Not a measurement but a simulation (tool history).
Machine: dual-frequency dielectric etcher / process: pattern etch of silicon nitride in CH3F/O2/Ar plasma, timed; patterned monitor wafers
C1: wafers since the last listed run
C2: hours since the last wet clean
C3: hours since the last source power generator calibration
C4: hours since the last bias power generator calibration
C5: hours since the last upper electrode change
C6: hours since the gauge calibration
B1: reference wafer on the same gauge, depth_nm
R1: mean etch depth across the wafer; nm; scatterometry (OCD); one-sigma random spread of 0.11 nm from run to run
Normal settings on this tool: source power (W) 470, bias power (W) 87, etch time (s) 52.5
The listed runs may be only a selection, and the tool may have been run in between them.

{"run": 1, "hour": 0.0, "source power (W)": 470, "bias power (W)": 87, "etch time (s)": 52.5, "C1": 0, "C2": 25.5, "C3": 3282.5, "C4": 1522.6, "C5": 2069.7, "C6": 232.7, "B1": 44.46, "R1": 39.19}
{"run": 2, "hour": 32.8, "source power (W)": 470, "bias power (W)": 87, "etch time (s)": 52.5, "C1": 304, "C2": 58.3, "C3": 3315.3, "C4": 1555.4, "C5": 2102.5, "C6": 265.5, "B1": 44.52, "R1": 39.16}
{"run": 3, "hour": 98.2, "source power (W)": 470, "bias power (W)": 87, "etch time (s)": 52.5, "C1": 606, "C2": 123.7, "C3": 3380.7, "C4": 1620.8, "C5": 2167.9, "C6": 330.9, "B1": 44.46, "R1": 39.02}
{"run": 4, "hour": 154.3, "source power (W)": 470, "bias power (W)": 87, "etch time (s)": 52.5, "C1": 519, "C2": 179.8, "C3": 3436.8, "C4": 1676.9, "C5": 2224.0, "C6": 387.0, "B1": 44.52, "R1": 39.13}
{"run": 5, "hour": 224.3, "source power (W)": 470, "bias power (W)": 87, "etch time (s)": 52.5, "C1": 648, "C2": 249.8, "C3": 3506.8, "C4": 1746.9, "C5": 2294.0, "C6": 457.0, "B1": 44.46, "R1": 39.11}
{"run": 6, "hour": 278.7, "source power (W)": 470, "bias power (W)": 87, "etch time (s)": 52.5, "C1": 504, "C2": 304.2, "C3": 3561.2, "C4": 1801.3, "C5": 2348.4, "C6": 511.4, "B1": 44.49, "R1": 39.15}
{"run": 7, "hour": 325.4, "source power (W)": 470, "bias power (W)": 77, "etch time (s)": 56.5, "C1": 432, "C2": 350.9, "C3": 3607.9, "C4": 1848.0, "C5": 2395.1, "C6": 558.1, "B1": 44.53, "R1": 39.13}
{"run": 8, "hour": 359.5, "source power (W)": 400, "bias power (W)": 87, "etch time (s)": 45.5, "C1": 316, "C2": 385.0, "C3": 3642.0, "C4": 1882.1, "C5": 2429.2, "C6": 592.2, "B1": 44.51, "R1": 32.11}
{"run": 9, "hour": 402.0, "source power (W)": 400, "bias power (W)": 87, "etch time (s)": 45.5, "C1": 393, "C2": 427.5, "C3": 3684.5, "C4": 1924.6, "C5": 2471.7, "C6": 634.7, "B1": 44.46, "R1": 32.04}
{"run": 10, "hour": 426.5, "source power (W)": 470, "bias power (W)": 87, "etch time (s)": 52.5, "C1": 227, "C2": 452.0, "C3": 3709.0, "C4": 1949.1, "C5": 2496.2, "C6": 659.2, "B1": 44.58, "R1": 38.87}
{"run": 11, "hour": 451.3, "source power (W)": 470, "bias power (W)": 87, "etch time (s)": 52.5, "C1": 229, "C2": 476.8, "C3": 3733.8, "C4": 1973.9, "C5": 2521.0, "C6": 684.0, "B1": 44.55, "R1": 38.86}
{"hour": 524.3, "done": "wet clean of the chamber"}
{"run": 12, "hour": 524.8, "source power (W)": 470, "bias power (W)": 87, "etch time (s)": 52.5, "C1": 458, "C2": 0.5, "C3": 3807.3, "C4": 2047.4, "C5": 2594.5, "C6": 757.5, "B1": 44.56, "R1": 38.88}
{"run": 13, "hour": 555.4, "source power (W)": 470, "bias power (W)": 87, "etch time (s)": 65.0, "C1": 283, "C2": 31.1, "C3": 3837.9, "C4": 2078.0, "C5": 2625.1, "C6": 788.1, "B1": 44.5, "R1": 47.98}
{"hour": 595.0, "done": "bias power generator calibrated"}
{"run": 14, "hour": 622.1, "source power (W)": 470, "bias power (W)": 87, "etch time (s)": 65.0, "C1": 581, "C2": 97.8, "C3": 3904.6, "C4": 27.1, "C5": 2691.8, "C6": 854.8, "B1": 44.46, "R1": 49.46}
{"hour": 653.5, "done": "upper electrode replaced"}
{"run": 15, "hour": 692.6, "source power (W)": 470, "bias power (W)": 100, "etch time (s)": 39.0, "C1": 430, "C2": 168.3, "C3": 3975.1, "C4": 97.6, "C5": 39.1, "C6": 925.3, "B1": 44.51, "R1": 32.23}
{"run": 16, "hour": 731.1, "source power (W)": 470, "bias power (W)": 87, "etch time (s)": 52.5, "C1": 356, "C2": 206.8, "C3": 4013.6, "C4": 136.1, "C5": 77.6, "C6": 963.8, "B1": 44.51, "R1": 40.08}
{"hour": 743.9, "done": "source power generator calibrated"}
{"hour": 906.4, "done": "gauge calibrated"}
{"run": 17, "hour": 932.1, "source power (W)": 380, "bias power (W)": 87, "etch time (s)": 57.0, "C1": 1825, "C2": 407.8, "C3": 188.2, "C4": 337.1, "C5": 278.6, "C6": 25.7, "B1": 44.5, "R1": 40.4}
{"run": 18, "hour": 996.1, "source power (W)": 470, "bias power (W)": 109, "etch time (s)": 59.5, "C1": 593, "C2": 471.8, "C3": 252.2, "C4": 401.1, "C5": 342.6, "C6": 89.7, "B1": 44.45, "R1": 50.94}
{"run": 19, "hour": 1052.2, "source power (W)": 470, "bias power (W)": 69, "etch time (s)": 52.5, "C1": 519, "C2": 527.9, "C3": 308.3, "C4": 457.2, "C5": 398.7, "C6": 145.8, "B1": 44.53, "R1": 34.8}
{"hour": 1114.4, "done": "wet clean of the chamber"}
{"run": 20, "hour": 1114.9, "source power (W)": 470, "bias power (W)": 87, "etch time (s)": 52.5, "C1": 358, "C2": 0.5, "C3": 371.0, "C4": 519.9, "C5": 461.4, "C6": 208.5, "B1": 44.52, "R1": 39.51}
{"run": 21, "hour": 1140.4, "source power (W)": 390, "bias power (W)": 67, "etch time (s)": 47.5, "C1": 236, "C2": 26.0, "C3": 396.5, "C4": 545.4, "C5": 486.9, "C6": 234.0, "B1": 44.57, "R1": 29.16}
{"run": 22, "hour": 1176.1, "source power (W)": 350, "bias power (W)": 87, "etch time (s)": 44.0, "C1": 330, "C2": 61.7, "C3": 432.2, "C4": 581.1, "C5": 522.6, "C6": 269.7, "B1": 44.52, "R1": 30.58}
{"run": 23, "hour": 1208.9, "source power (W)": 550, "bias power (W)": 68, "etch time (s)": 61.0, "C1": 304, "C2": 94.5, "C3": 465.0, "C4": 613.9, "C5": 555.4, "C6": 302.5, "B1": 44.54, "R1": 42.11}
{"run": 24, "hour": 1257.5, "source power (W)": 360, "bias power (W)": 94, "etch time (s)": 52.5, "C1": 450, "C2": 143.1, "C3": 513.6, "C4": 662.5, "C5": 604.0, "C6": 351.1, "B1": 44.5, "R1": 38.1}
{"run": 25, "hour": 1288.9, "source power (W)": 470, "bias power (W)": 87, "etch time (s)": 52.5, "C1": 291, "C2": 174.5, "C3": 545.0, "C4": 693.9, "C5": 635.4, "C6": 382.5, "B1": 44.48, "R1": 39.55}
{"run": 26, "hour": 1336.0, "source power (W)": 400, "bias power (W)": 87, "etch time (s)": 45.5, "C1": 436, "C2": 221.6, "C3": 592.1, "C4": 741.0, "C5": 682.5, "C6": 429.6, "B1": 44.54, "R1": 32.7}
{"run": 27, "hour": 1383.8, "source power (W)": 370, "bias power (W)": 87, "etch time (s)": 67.0, "C1": 443, "C2": 269.4, "C3": 639.9, "C4": 788.8, "C5": 730.3, "C6": 477.4, "B1": 44.5, "R1": 46.99}
{"run": 28, "hour": 1427.9, "source power (W)": 580, "bias power (W)": 107, "etch time (s)": 66.0, "C1": 408, "C2": 313.5, "C3": 684.0, "C4": 832.9, "C5": 774.4, "C6": 521.5, "B1": 44.48, "R1": 59.8}
{"run": 29, "hour": 1477.4, "source power (W)": 360, "bias power (W)": 71, "etch time (s)": 41.5, "C1": 458, "C2": 363.0, "C3": 733.5, "C4": 882.4, "C5": 823.9, "C6": 571.0, "B1": 44.47, "R1": 25.62}
{"run": 30, "hour": 1516.2, "source power (W)": 530, "bias power (W)": 87, "etch time (s)": 67.5, "C1": 359, "C2": 401.8, "C3": 772.3, "C4": 921.2, "C5": 862.7, "C6": 609.8, "B1": 44.49, "R1": 53.01}
{"run": 31, "hour": 1555.3, "source power (W)": 470, "bias power (W)": 87, "etch time (s)": 67.5, "C1": 362, "C2": 440.9, "C3": 811.4, "C4": 960.3, "C5": 901.8, "C6": 648.9, "B1": 44.52, "R1": 50.76}

Across each entry between runs, compare the hidden state at the last listed run before it with the hidden state at the first listed run after it:
Run 11 -> run 12: wet clean of the chamber (hour 524.3)
  bias power that arrives over what is set, %: -4.19 -> -4.35
  measured result minus the result with no hidden state, R1: -0.95 -> -1.00 nm
Run 13 -> run 14: bias power generator calibrated (hour 595.0)
  bias power that arrives over what is set, %: -4.41 -> 0.728
  measured result minus the result with no hidden state, R1: -1.25 -> +0.21 nm
Run 14 -> run 15: upper electrode replaced (hour 653.5)
  bias power that arrives over what is set, %: 0.728 -> 0.573
  measured result minus the result with no hidden state, R1: +0.21 -> +0.11 nm
Run 16 -> run 17: source power generator calibrated (hour 743.9); gauge calibrated (hour 906.4)
  bias power that arrives over what is set, %: 0.488 -> 0.0465
  measured result minus the result with no hidden state, R1: +0.11 -> +0.01 nm
Run 19 -> run 20: wet clean of the chamber (hour 1114.4)
  bias power that arrives over what is set, %: -0.218 -> -0.355
  measured result minus the result with no hidden state, R1: -0.04 -> -0.08 nm
